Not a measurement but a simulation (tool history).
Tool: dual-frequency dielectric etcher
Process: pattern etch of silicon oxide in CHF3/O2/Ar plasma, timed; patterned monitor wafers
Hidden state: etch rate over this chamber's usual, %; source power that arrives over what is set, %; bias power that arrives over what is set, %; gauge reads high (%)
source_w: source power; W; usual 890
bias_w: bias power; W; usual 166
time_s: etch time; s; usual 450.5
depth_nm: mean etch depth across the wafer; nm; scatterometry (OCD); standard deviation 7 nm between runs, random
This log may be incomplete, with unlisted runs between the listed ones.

run	hour	source_w	bias_w	time_s	wafers since the last listed run	hours since the last wet clean	hours since the last source power generator calibration	hours since the last bias power generator calibration	hours since the last upper electrode change	hours since the gauge calibration	read-back reference wafer on the same gauge, depth_nm	depth_nm
1	0	890	166	450.5	0	201.1	4335.5	2837.3	3450.8	29.1	978.8	1041.1
2	20.8	890	166	450.5	58	221.9	4356.3	2858.1	3471.6	49.9	978.6	1053.7
3	33.4	890	166	450.5	35	234.5	4368.9	2870.7	3484.2	62.5	981.2	1048.6
4	66.5	890	166	450.5	92	267.6	4402	2903.8	3517.3	95.6	981.6	1036.9
5	79.5	890	166	450.5	36	280.6	4415	2916.8	3530.3	108.6	980.5	1064.1
6	101.3	890	166	450.5	60	302.4	4436.8	2938.6	3552.1	130.4	978.8	1062.2
7	124.8	890	187	450.5	65	325.9	4460.3	2962.1	3575.6	153.9	979.2	1103.4
# hour 161.4: wet clean of the chamber
8	161.9	690	132	399	36	0.5	4497.4	2999.2	3612.7	191	979.4	766
# hour 168.9: gauge calibrated
9	181.3	760	166	450.5	54	19.9	4516.8	3018.6	3632.1	12.4	979.8	959.3
# hour 190.7: source power generator calibrated
# hour 196.5: bias power generator calibrated
10	199.1	890	125	338.5	27	37.7	8.4	2.6	3649.9	30.2	977.6	695.1
# hour 246.6: upper electrode replaced, of another model than before
11	247.1	890	166	450.5	67	85.7	56.4	50.6	0.5	78.2	979	1034.4
12	259.4	780	144	386	34	98	68.7	62.9	12.8	90.5	980.9	829.3
13	289.8	1010	194	540.5	85	128.4	99.1	93.3	43.2	120.9	979.9	1290.7
14	306.7	790	205	395	47	145.3	116	110.2	60.1	137.8	981	899.2
15	336.6	890	187	450.5	83	175.2	145.9	140.1	90	167.7	979.7	1046.5

Each row is a separate what-if for the run after 15, all from the same tool condition, not one after another. Results?
A	337.1	890	166	343.5	1	175.7	146.4	140.6	90.5	168.2	?	?
B	337.1	890	166	338.5	1	175.7	146.4	140.6	90.5	168.2	?	?
C	337.1	760	166	339	1	175.7	146.4	140.6	90.5	168.2	?	?

run	read-back reference wafer on the same gauge, depth_nm	depth_nm
A	979.9	798.7
B	979.9	787.1
C	979.9	763.9
Had the tool no hidden state, the same runs would have come out as:
run	depth_nm
A	789.3
B	777.8
C	754.9
